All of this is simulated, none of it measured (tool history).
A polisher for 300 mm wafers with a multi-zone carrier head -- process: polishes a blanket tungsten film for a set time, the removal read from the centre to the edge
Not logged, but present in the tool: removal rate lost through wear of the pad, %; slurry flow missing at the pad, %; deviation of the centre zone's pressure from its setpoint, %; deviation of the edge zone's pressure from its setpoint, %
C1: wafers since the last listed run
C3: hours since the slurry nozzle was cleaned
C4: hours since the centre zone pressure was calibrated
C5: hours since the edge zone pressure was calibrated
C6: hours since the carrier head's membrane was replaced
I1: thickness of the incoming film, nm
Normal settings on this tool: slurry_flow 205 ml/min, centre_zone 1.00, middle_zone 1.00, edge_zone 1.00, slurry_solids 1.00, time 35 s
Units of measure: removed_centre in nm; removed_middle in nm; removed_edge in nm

Run 1, day 0.000: usual settings; C1 0; wafers polished on this pad 1134; C3 96.3; C4 1081.6; C5 29.0; C6 82.5; I1 631.9. Result: removed_centre 239.3 nm, removed_middle 244.6 nm, removed_edge 247.3 nm.
Run 2, day 2.392: usual settings; C1 809; wafers polished on this pad 1944; C3 153.7; C4 1139.0; C5 86.4; C6 139.9; I1 639.6. Result: removed_centre 237.2 nm, removed_middle 246.8 nm, removed_edge 251.2 nm.
Run 3, day 6.658: usual settings but middle_zone 0.95; C1 1443; wafers polished on this pad 3388; C3 256.1; C4 1241.4; C5 188.8; C6 242.3; I1 637.0. Result: removed_centre 229.4 nm, removed_middle 231.5 nm, removed_edge 244.8 nm.
Run 4, day 10.758: usual settings but centre_zone 1.09; C1 1387; wafers polished on this pad 4775; C3 354.5; C4 1339.8; C5 287.2; C6 340.7; I1 634.2. Result: removed_centre 247.6 nm, removed_middle 237.2 nm, removed_edge 241.2 nm.
Run 5, day 14.833: usual settings; C1 1379; wafers polished on this pad 6154; C3 452.3; C4 1437.6; C5 385.0; C6 438.5; I1 629.1. Result: removed_centre 218.6 nm, removed_middle 232.4 nm, removed_edge 241.4 nm.
At day 15.117: worn pad replaced by a new one.
At day 17.550: centre zone pressure recalibrated.
At day 18.342: slurry nozzle cleaned.
Run 6, day 18.692: usual settings; C1 1206; wafers polished on this pad 1167; C3 8.4; C4 27.4; C5 477.6; C6 531.1; I1 638.7. Result: removed_centre 240.2 nm, removed_middle 251.9 nm, removed_edge 249.9 nm.
At day 19.992: edge zone pressure recalibrated.
Run 7, day 20.604: usual settings but slurry_flow 150 ml/min, slurry_solids 1.10, time 31 s; C1 619; wafers polished on this pad 1786; C3 54.3; C4 73.3; C5 14.7; C6 577.0; I1 631.9. Result: removed_centre 194.7 nm, removed_middle 212.0 nm, removed_edge 219.3 nm.
Run 8, day 22.225: usual settings; C1 548; wafers polished on this pad 2334; C3 93.2; C4 112.2; C5 53.6; C6 615.9; I1 640.1. Result: removed_centre 239.4 nm, removed_middle 249.8 nm, removed_edge 253.9 nm.
Run 9, day 26.204: usual settings but slurry_flow 150 ml/min, centre_zone 0.91; C1 1346; wafers polished on this pad 3681; C3 188.7; C4 207.7; C5 149.1; C6 711.4; I1 630.6. Result: removed_centre 192.2 nm, removed_middle 222.8 nm, removed_edge 236.5 nm.
Run 10, day 28.567: usual settings; C1 799; wafers polished on this pad 4480; C3 245.4; C4 264.4; C5 205.8; C6 768.1; I1 616.3. Result: removed_centre 231.5 nm, removed_middle 239.2 nm, removed_edge 245.3 nm.
Run 11, day 33.033: usual settings but centre_zone 0.97, middle_zone 1.11, edge_zone 1.07, slurry_solids 0.70; C1 1511; wafers polished on this pad 5992; C3 352.6; C4 371.6; C5 313.0; C6 875.3; I1 639.0. Result: removed_centre 199.6 nm, removed_middle 238.5 nm, removed_edge 229.3 nm.
Run 12, day 35.812: usual settings; C1 940; wafers polished on this pad 6932; C3 419.3; C4 438.3; C5 379.7; C6 942.0; I1 621.5. Result: removed_centre 217.4 nm, removed_middle 233.6 nm, removed_edge 239.8 nm.
At day 37.508: slurry nozzle cleaned.
At day 37.671: worn pad replaced by a new one.
Run 13, day 39.171: usual settings but slurry_flow 170 ml/min, centre_zone 1.10, middle_zone 0.94; C1 1066; wafers polished on this pad 507; C3 39.9; C4 518.9; C5 460.3; C6 1022.6; I1 627.3. Result: removed_centre 257.1 nm, removed_middle 231.2 nm, removed_edge 247.1 nm.
At day 40.288: edge zone pressure recalibrated.
Run 14, day 41.596: usual settings but slurry_flow 235 ml/min, middle_zone 1.05; C1 792; wafers polished on this pad 1300; C3 98.1; C4 577.1; C5 31.4; C6 1080.8; I1 641.5. Result: removed_centre 247.9 nm, removed_middle 261.1 nm, removed_edge 256.1 nm.
Run 15, day 44.717: usual settings; C1 1056; wafers polished on this pad 2356; C3 173.0; C4 652.0; C5 106.3; C6 1155.7; I1 623.2. Result: removed_centre 234.1 nm, removed_middle 245.3 nm, removed_edge 252.7 nm.
Run 16, day 46.375: usual settings but centre_zone 1.08, edge_zone 1.07, slurry_solids 1.15; C1 561; wafers polished on this pad 2917; C3 212.8; C4 691.8; C5 146.1; C6 1195.5; I1 639.5. Result: removed_centre 259.8 nm, removed_middle 252.8 nm, removed_edge 271.6 nm.
Run 17, day 50.462: usual settings but edge_zone 0.90, time 26 s; C1 1383; wafers polished on this pad 4300; C3 310.9; C4 789.9; C5 244.2; C6 1293.6; I1 621.3. Result: removed_centre 170.5 nm, removed_middle 180.3 nm, removed_edge 174.9 nm.
Run 18, day 54.912: usual settings but slurry_solids 1.15; C1 1505; wafers polished on this pad 5806; C3 417.7; C4 896.7; C5 351.0; C6 1400.4; I1 631.2. Result: removed_centre 228.7 nm, removed_middle 241.5 nm, removed_edge 246.5 nm.
Run 19, day 57.804: usual settings but centre_zone 1.08, edge_zone 1.06; C1 978; wafers polished on this pad 6785; C3 487.1; C4 966.1; C5 420.4; C6 1469.8; I1 630.4. Result: removed_centre 234.0 nm, removed_middle 233.1 nm, removed_edge 243.1 nm.
At day 58.825: worn pad replaced by a new one.
At day 59.204: slurry nozzle cleaned.
At day 59.654: carrier head's membrane replaced by a new one.
Run 20, day 59.862: usual settings but slurry_flow 230 ml/min, middle_zone 0.97, slurry_solids 0.80, time 43 s; C1 555; wafers polished on this pad 267; C3 15.8; C4 1015.5; C5 469.8; C6 5.0; I1 625.0. Result: removed_centre 281.9 nm, removed_middle 286.4 nm, removed_edge 296.1 nm.
At day 60.771: edge zone pressure recalibrated.
Run 21, day 63.075: usual settings but edge_zone 0.92, time 43 s; C1 1058; wafers polished on this pad 1326; C3 92.9; C4 1092.6; C5 55.3; C6 82.1; I1 632.4. Result: removed_centre 290.4 nm, removed_middle 297.8 nm, removed_edge 294.2 nm.

Here are 4 independent what-if runs from the current tool condition. What would each one return?
Run A, day 63.092: usual settings but centre_zone 0.90; C1 5; wafers polished on this pad 1331; C3 93.3; C4 1093.0; C5 55.7; C6 82.5; I1 629.9. Result: removed_centre ?, removed_middle ?, removed_edge ?.
Run B, day 63.092: usual settings but centre_zone 0.89, time 46 s; C1 5; wafers polished on this pad 1331; C3 93.3; C4 1093.0; C5 55.7; C6 82.5; I1 629.9. Result: removed_centre ?, removed_middle ?, removed_edge ?.
Run C, day 63.092: usual settings but middle_zone 0.97; C1 5; wafers polished on this pad 1331; C3 93.3; C4 1093.0; C5 55.7; C6 82.5; I1 629.9. Result: removed_centre ?, removed_middle ?, removed_edge ?.
Run D, day 63.092: usual settings but slurry_flow 135 ml/min; C1 5; wafers polished on this pad 1331; C3 93.3; C4 1093.0; C5 55.7; C6 82.5; I1 629.9. Result: removed_centre ?, removed_middle ?, removed_edge ?.

run  removed_centre  removed_middle  removed_edge
  A           211.7           244.3         245.7
  B           275.1           321.1         322.9
  C           235.4           238.0         245.8
  D           210.6           221.2         229.1
With the hidden condition removed and each run's random variation left untouched, the same runs would have given:
run  removed_centre  removed_middle  removed_edge
  A           217.7           250.5         250.3
  B           282.9           329.2         328.9
  C           242.0           244.0         250.4
  D           220.2           230.1         235.4
